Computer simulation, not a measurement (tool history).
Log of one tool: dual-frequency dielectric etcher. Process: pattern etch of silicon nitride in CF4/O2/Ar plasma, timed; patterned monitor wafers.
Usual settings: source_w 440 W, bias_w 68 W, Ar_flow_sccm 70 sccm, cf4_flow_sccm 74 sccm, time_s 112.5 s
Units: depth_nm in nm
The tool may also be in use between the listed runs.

run   hour  source_w  bias_w  Ar_flow_sccm  cf4_flow_sccm  time_s  wafers since the last listed run  hours since the last wet clean  hours since the last source power generator calibration  hours since the last bias power generator calibration  hours since the last Ar flow controller change  hours since the last CF4 flow controller change  hours since the last upper electrode change  hours since the gauge calibration  read-back reference wafer on the same gauge, depth_nm  depth_nm
  1    0.0       440      68            70             74   112.5                                 0                           329.1                                                   2343.4                                                 2945.4                                          5845.7                                           4889.6                                       2054.3                              114.5                                                  202.6     213.0
      39.2  -- gauge calibrated
  2   44.6       440      68            70             74   112.5                               601                           373.7                                                   2388.0                                                 2990.0                                          5890.3                                           4934.2                                       2098.9                                5.4                                                  201.8     215.6
  3   53.7       440      68            70             74   112.5                               122                           382.8                                                   2397.1                                                 2999.1                                          5899.4                                           4943.3                                       2108.0                               14.5                                                  202.3     214.0
  4   67.5       440      59            70             74   112.5                               186                           396.6                                                   2410.9                                                 3012.9                                          5913.2                                           4957.1                                       2121.8                               28.3                                                  202.2     200.0
      96.0  -- wet clean of the chamber
  5   96.5       440      68            70             83   112.5                                67                             0.5                                                   2439.9                                                 3041.9                                          5942.2                                           4986.1                                       2150.8                               57.3                                                  201.3     223.8
  6   96.8       440      68            70             83   112.5                                 4                             0.8                                                   2440.2                                                 3042.2                                          5942.5                                           4986.4                                       2151.1                               57.6                                                  201.8     222.7
  7  105.1       440      68            70             74   112.5                               111                             9.1                                                   2448.5                                                 3050.5                                          5950.8                                           4994.7                                       2159.4                               65.9                                                  201.9     220.8
     140.3  -- wet clean of the chamber, repeated, since the last time left the tool worse
     157.4  -- bias power generator calibrated
     164.6  -- upper electrode replaced
     166.1  -- source power generator calibrated
  8  166.6       440      68            70             74   112.5                               334                            26.3                                                      0.5                                                    9.2                                          6012.3                                           5056.2                                          2.0                              127.4                                                  201.8     205.6
  9  166.9       440      78            70             74   112.5                                 4                            26.6                                                      0.8                                                    9.5                                          6012.6                                           5056.5                                          2.3                              127.7                                                  202.3     219.6
 10  167.3       440      68            70             74   112.5                                 5                            27.0                                                      1.2                                                    9.9                                          6013.0                                           5056.9                                          2.7                              128.1                                                  202.2     207.6
 11  167.6       540      68            70             74   112.5                                 4                            27.3                                                      1.5                                                   10.2                                          6013.3                                           5057.2                                          3.0                              128.4                                                  201.7     241.2
     182.0  -- Ar flow controller replaced
 12  182.5       440      68            70             74   112.5                               119                            42.2                                                     16.4                                                   25.1                                             0.5                                           5072.1                                         17.9                              143.3                                                  201.9     205.9
 13  187.8       440      51            70             74   112.5                                71                            47.5                                                     21.7                                                   30.4                                             5.8                                           5077.4                                         23.2                              148.6                                                  202.2     179.9
     197.8  -- CF4 flow controller replaced
 14  200.4       440      84            70             58    97.0                                88                            60.1                                                     34.3                                                   43.0                                            18.4                                              2.6                                         35.8                              161.2                                                  202.2     194.1
     202.2  -- gauge calibrated
 15  208.6       440      82            70             74   135.0                               110                            68.3                                                     42.5                                                   51.2                                            26.6                                             10.8                                         44.0                                6.4                                                  202.0     272.8
 16  225.2       490      55            60             74    98.0                               223                            84.9                                                     59.1                                                   67.8                                            43.2                                             27.4                                         60.6                               23.0                                                  201.8     179.7
 17  232.0       440      83            56             74   112.5                                91                            91.7                                                     65.9                                                   74.6                                            50.0                                             34.2                                         67.4                               29.8                                                  202.1     232.6
 18  248.1       360      68            82             74   112.5                               217                           107.8                                                     82.0                                                   90.7                                            66.1                                             50.3                                         83.5                               45.9                                                  202.3     180.2
 19  257.8       440      68            70             74   112.5                               130                           117.5                                                     91.7                                                  100.4                                            75.8                                             60.0                                         93.2                               55.6                                                  201.4     206.8
 20  288.9       440      77            70             84   112.5                               419                           148.6                                                    122.8                                                  131.5                                           106.9                                             91.1                                        124.3                               86.7                                                  201.9     224.1

Forecast each of these 3 alternatives for the next run:
  A  289.3       440      68            70             82   112.5                                 5                           149.0                                                    123.2                                                  131.9                                           107.3                                             91.5                                        124.7                               87.1                                                      ?         ?
  B  289.3       440      80            70             74   112.5                                 5                           149.0                                                    123.2                                                  131.9                                           107.3                                             91.5                                        124.7                               87.1                                                      ?         ?
  C  289.3       440      68            70             74    82.5                                 5                           149.0                                                    123.2                                                  131.9                                           107.3                                             91.5                                        124.7                               87.1                                                      ?         ?

run  read-back reference wafer on the same gauge, depth_nm  depth_nm
  A                                                  202.0     210.8
  B                                                  202.0     225.3
  C                                                  202.0     152.9
Without the tool's hidden state the same runs would have given:
run  depth_nm
  A     208.1
  B     222.4
  C     150.8

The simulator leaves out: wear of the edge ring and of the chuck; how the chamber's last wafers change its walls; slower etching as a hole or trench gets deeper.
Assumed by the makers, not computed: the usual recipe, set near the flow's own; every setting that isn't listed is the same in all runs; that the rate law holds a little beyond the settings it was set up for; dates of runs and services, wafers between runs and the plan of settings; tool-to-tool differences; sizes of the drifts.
